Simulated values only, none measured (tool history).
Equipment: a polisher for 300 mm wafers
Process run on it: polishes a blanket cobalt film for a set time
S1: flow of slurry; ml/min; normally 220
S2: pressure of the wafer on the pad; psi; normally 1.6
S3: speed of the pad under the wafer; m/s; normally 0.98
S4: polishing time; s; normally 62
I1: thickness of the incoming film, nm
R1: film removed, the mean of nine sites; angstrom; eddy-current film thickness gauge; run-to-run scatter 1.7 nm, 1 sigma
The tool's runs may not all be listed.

run 1 hour=0.0 | S1=220 S2=1.6 S3=0.98 S4=62 | I1=700.2 | R1=1946
run 2 hour=7.9 | S1=220 S2=1.6 S3=0.98 S4=62 | I1=707.3 | R1=1964
-- hour=22.2 worn pad replaced by a new one
run 3 hour=22.7 | S1=220 S2=1.6 S3=0.98 S4=62 | I1=695.4 | R1=2098
run 4 hour=29.5 | S1=240 S2=1.6 S3=0.98 S4=62 | I1=695.2 | R1=2092
run 5 hour=44.7 | S1=240 S2=1.6 S3=0.98 S4=62 | I1=707.4 | R1=2042
run 6 hour=59.5 | S1=240 S2=1.6 S3=0.98 S4=62 | I1=694.5 | R1=2007
run 7 hour=69.1 | S1=195 S2=1.6 S3=0.98 S4=62 | I1=704.1 | R1=1947
run 8 hour=80.6 | S1=195 S2=1.6 S3=0.98 S4=62 | I1=685.3 | R1=1938
run 9 hour=90.2 | S1=220 S2=1.6 S3=0.66 S4=62 | I1=707.1 | R1=1318
-- hour=101.4 head pressure recalibrated
run 10 hour=101.9 | S1=170 S2=1.6 S3=0.98 S4=62 | I1=701.2 | R1=2114
-- hour=110.5 worn pad replaced by a new one
run 11 hour=112.8 | S1=220 S2=2.2 S3=1.22 S4=62 | I1=697.3 | R1=4047
-- hour=119.5 slurry nozzle cleaned
run 12 hour=128.8 | S1=160 S2=1.6 S3=0.72 S4=62 | I1=698.9 | R1=1595
run 13 hour=145.1 | S1=220 S2=1.6 S3=0.98 S4=62 | I1=694.6 | R1=2256
run 14 hour=154.3 | S1=220 S2=1.6 S3=0.98 S4=62 | I1=700.8 | R1=2226
run 15 hour=160.8 | S1=220 S2=1.6 S3=0.98 S4=62 | I1=685.1 | R1=2228
run 16 hour=173.8 | S1=285 S2=2.0 S3=0.98 S4=52 | I1=699.7 | R1=2380

Run 17 has not been measured yet. What should we expect?
run 17 hour=186.9 | S1=220 S2=1.6 S3=1.18 S4=62 | I1=691.9 | R1=?

{"run 17": {"R1": 2619}}
With no hidden state in the tool, this same run would have given R1 2923 angstrom.
